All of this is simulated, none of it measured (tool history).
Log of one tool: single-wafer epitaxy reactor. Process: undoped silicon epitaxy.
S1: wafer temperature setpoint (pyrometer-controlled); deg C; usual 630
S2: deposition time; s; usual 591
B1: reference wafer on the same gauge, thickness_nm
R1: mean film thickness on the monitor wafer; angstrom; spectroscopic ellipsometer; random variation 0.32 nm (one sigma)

run,day,S1,S2,B1,R1
1,0.000,619,559,65.866,510.16
2,0.250,619,559,65.690,515.13
3,0.892,619,559,65.800,516.47
4,1.371,630,591,65.825,684.94
5,1.662,637,591,65.847,802.75
6,2.346,637,591,65.686,807.72
7,2.946,637,591,65.825,808.47
8,3.304,630,591,65.782,692.64
9,3.979,630,591,65.794,692.03
10,4.471,630,684,65.815,804.29
11,5.138,630,519,65.844,611.05
12,5.692,630,519,65.842,612.03
13,6.425,630,561,65.867,655.93
14,6.721,630,561,65.782,662.83
15,7.317,645,691,65.805,1127.89
16,7.712,644,591,65.878,944.02
17,8.296,624,704,65.880,726.86
18,8.888,630,591,65.768,703.20
19,9.612,630,519,65.897,608.95
# day 11.242: pyrometer calibrated
20,11.638,625,558,65.790,503.21
# day 12.179: gauge calibrated
21,12.283,630,591,65.862,599.99
22,13.004,639,552,65.837,683.69
23,13.467,624,698,65.824,621.61
24,13.996,630,591,65.880,608.19
25,14.308,645,628,65.782,892.13
26,14.746,630,561,65.766,580.33
27,15.367,622,628,65.845,541.77
28,15.996,643,698,65.831,952.58

Some steps in R1 between neighbouring runs. How much of each would the tool show without its hidden state too (settings, what came in, random variation), and how much is left for the hidden state, with any gauge scatter that isn't in both results?
The hidden state here: wafer temperature above the value expected at the setpoint (K); gauge reads high (%).
Run 14 -> 15: S1 630 -> 645, S2 561 -> 691. R1 +465.06 angstrom: hidden state +56.13, all else +408.93.
Run 19 -> 20: S1 630 -> 625, S2 519 -> 558, pyrometer calibrated. R1 -105.74 angstrom: hidden state -84.24, all else -21.50.
Run 27 -> 28: S1 622 -> 643, S2 628 -> 698. R1 +410.81 angstrom: hidden state +5.67, all else +405.14.
